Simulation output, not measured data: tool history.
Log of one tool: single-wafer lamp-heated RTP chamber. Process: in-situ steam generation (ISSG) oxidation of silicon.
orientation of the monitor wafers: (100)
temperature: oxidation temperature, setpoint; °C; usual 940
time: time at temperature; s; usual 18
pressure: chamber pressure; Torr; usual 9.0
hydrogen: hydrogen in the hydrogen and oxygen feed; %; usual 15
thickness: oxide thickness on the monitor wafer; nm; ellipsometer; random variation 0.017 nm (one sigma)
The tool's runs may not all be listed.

run    hour  temperature  time  pressure  hydrogen  read-back reference wafer on the same gauge, thickness  thickness
  1     0.0          940    18       9.0        15                                                   3.353      3.805
  2    41.7          940    18       9.0        15                                                   3.348      3.809
  3   143.0          940    15       7.8        15                                                   3.352      3.572
  4   188.7          940    15       7.8        15                                                   3.351      3.541
      199.3  -- pyrometer window cleaned and pyrometer calibrated
  5   261.3          940    15       7.8        15                                                   3.352      3.530
  6   319.1          940    18       9.0        15                                                   3.352      3.802
  7   365.5          940    18       9.0        15                                                   3.351      3.818
  8   419.0          940    22       9.0        15                                                   3.347      4.139
  9   464.6          940    22       9.0        15                                                   3.346      4.133
 10   534.8          940    18       9.0        11                                                   3.353      3.590
 11   632.7          940    18       9.0        11                                                   3.351      3.555
      650.5  -- pyrometer window cleaned and pyrometer calibrated
      703.8  -- hydrogen flow controller replaced
 12   726.9          940    18       9.0        11                                                   3.353      3.625
 13   828.1          940    18       9.0        15                                                   3.351      3.886
 14   891.4          940    18       9.0        15                                                   3.350      3.858
 15   961.4          940    18       9.0        15                                                   3.348      3.910
 16  1056.6          951    11       9.0        19                                                   3.351      3.512
 17  1108.2          940    18       9.7        15                                                   3.351      3.862
     1166.6  -- pyrometer window cleaned and pyrometer calibrated, repeated, since the last time left the tool worse
 18  1187.0          940    18      10.2        15                                                   3.350      3.699
     1246.6  -- gauge calibrated
     1323.1  -- pressure gauge zeroed
 19  1423.2          940    18       9.0        24                                                   3.352      4.223
 20  1491.3          954    20       9.0        20                                                   3.350      4.414
 21  1566.4          940    18       9.0        15                                                   3.347      3.818
     1615.2  -- pyrometer window cleaned and pyrometer calibrated
 22  1615.9          920    16       9.7        21                                                   3.350      3.656
 23  1674.4          940    24       9.0        15                                                   3.351      4.287
 24  1746.4          940    18       9.0        15                                                   3.349      3.781
 25  1817.2          940    18       9.0        15                                                   3.350      3.797
 26  1860.0          920    18      10.2        25                                                   3.352      3.951
 27  1951.6          940    18       9.0        15                                                   3.345      3.810

The next listed run, before its measurement:
 28  2005.1          929    18       7.7        15                                                       ?          ?

Run 28 gave read-back reference wafer on the same gauge, thickness 3.352, thickness 3.734 nm.
Without the tool's hidden state the same run would have given thickness 3.694 nm.
